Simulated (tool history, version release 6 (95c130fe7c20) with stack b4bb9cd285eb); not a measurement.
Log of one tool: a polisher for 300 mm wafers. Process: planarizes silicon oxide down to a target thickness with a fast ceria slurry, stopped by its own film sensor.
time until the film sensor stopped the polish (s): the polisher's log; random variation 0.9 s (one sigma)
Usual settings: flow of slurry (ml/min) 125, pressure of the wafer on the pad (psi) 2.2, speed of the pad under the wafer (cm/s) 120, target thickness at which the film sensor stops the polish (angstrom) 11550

run,day,flow of slurry (ml/min),pressure of the wafer on the pad (psi),speed of the pad under the wafer (cm/s),target thickness at which the film sensor stops the polish (angstrom),"incoming thickness of the incoming film, nm",time until the film sensor stopped the polish (s)
1,0.000,125,2.2,120,11550,2056.6,87.5
2,3.046,125,2.2,120,11550,2039.9,87.4
3,5.862,125,2.2,120,11550,2041.8,86.8
4,7.667,125,2.5,120,10710,2060.5,86.0
5,9.250,125,2.2,120,9450,2029.4,105.9
6,13.558,125,2.2,120,9450,2038.6,106.9
7,16.396,125,2.2,120,11550,2027.3,72.0
8,19.217,145,2.2,100,11550,2065.1,89.1
9,21.950,125,2.2,120,11550,2041.3,76.6
10,24.767,125,2.2,134,11550,2014.6,65.1
11,26.567,125,2.2,98,11550,2022.7,90.7
12,30.383,125,2.2,120,11550,2025.8,73.9
13,33.021,125,2.8,120,11550,2031.0,59.3
14,34.662,125,2.2,156,11550,2008.9,56.8
15,36.875,125,2.2,120,11550,2037.1,76.5
16,41.175,125,2.2,108,10610,2076.4,97.3
17,44.629,125,2.2,120,11550,2058.3,79.3
18,46.517,90,2.2,152,11550,2016.1,65.7
19,49.988,135,1.8,120,11550,2060.6,90.8
20,51.875,125,2.2,120,10540,2005.5,79.8
21,58.412,125,2.2,142,13830,2042.1,47.5
22,61.592,150,2.2,150,11550,2032.6,59.0
23,64.683,125,2.2,90,13570,2036.6,79.0
24,69.612,125,1.4,86,11550,2057.9,170.4
25,72.483,125,2.2,120,11550,2042.8,78.4
26,75.146,125,2.6,120,14140,2055.5,47.8
27,78.483,150,1.7,140,11550,2002.6,80.8
28,82.008,105,2.2,120,11550,2003.9,71.9
29,86.400,100,2.5,86,13650,2026.4,71.7
30,96.388,85,1.6,80,10030,2047.6,205.8
31,100.308,125,2.0,78,11550,2070.7,136.4
32,104.525,125,2.2,120,11550,2040.0,77.7
33,107.662,165,2.2,120,11550,2075.9,74.6
34,111.008,155,1.7,82,11550,2054.7,142.9
35,112.567,125,2.9,102,11550,2032.4,67.9

Taken out of this log: 9 entries between the listed runs. Where each belongs, and how the hidden state differs across it:
Between runs 4 and 5: head pressure recalibrated (day 8.779)
  removal rate lost through wear of the pad, %: 15.3 -> 15.4
  measured less the result without the state, time until the film sensor stopped the polish (s): +13.2 -> +16.3
Between runs 6 and 7: worn pad replaced by a new one, repeated, since the last time left the tool worse (day 16.333)
  removal rate lost through wear of the pad, %: 15.5 -> 0.453
  measured less the result without the state, time until the film sensor stopped the polish (s): +16.6 -> +0.3
Between runs 11 and 12: slurry nozzle cleaned (day 29.496)
  removal rate lost through wear of the pad, %: 3.96 -> 4.6
  measured less the result without the state, time until the film sensor stopped the polish (s): +3.6 -> +3.4
Between runs 18 and 19: worn pad replaced by a new one (day 48.925)
  removal rate lost through wear of the pad, %: 5.7 -> 0.911
  measured less the result without the state, time until the film sensor stopped the polish (s): +3.7 -> +0.8
Between runs 20 and 21: slurry nozzle cleaned (day 55.367); head pressure recalibrated (day 56.971)
  removal rate lost through wear of the pad, %: 1.76 -> 3.74
  measured less the result without the state, time until the film sensor stopped the polish (s): +1.4 -> +1.8
Between runs 27 and 28: worn pad replaced by a new one (day 81.988)
  removal rate lost through wear of the pad, %: 5.62 -> 0.335
  measured less the result without the state, time until the film sensor stopped the polish (s): +4.5 -> +0.2
Between runs 29 and 30: slurry nozzle cleaned (day 88.558)
  removal rate lost through wear of the pad, %: 2.29 -> 4.55
  measured less the result without the state, time until the film sensor stopped the polish (s): +1.6 -> +9.3
Between runs 31 and 32: head pressure recalibrated (day 104.088)
  removal rate lost through wear of the pad, %: 4.98 -> 5.29
  measured less the result without the state, time until the film sensor stopped the polish (s): +6.8 -> +4.1

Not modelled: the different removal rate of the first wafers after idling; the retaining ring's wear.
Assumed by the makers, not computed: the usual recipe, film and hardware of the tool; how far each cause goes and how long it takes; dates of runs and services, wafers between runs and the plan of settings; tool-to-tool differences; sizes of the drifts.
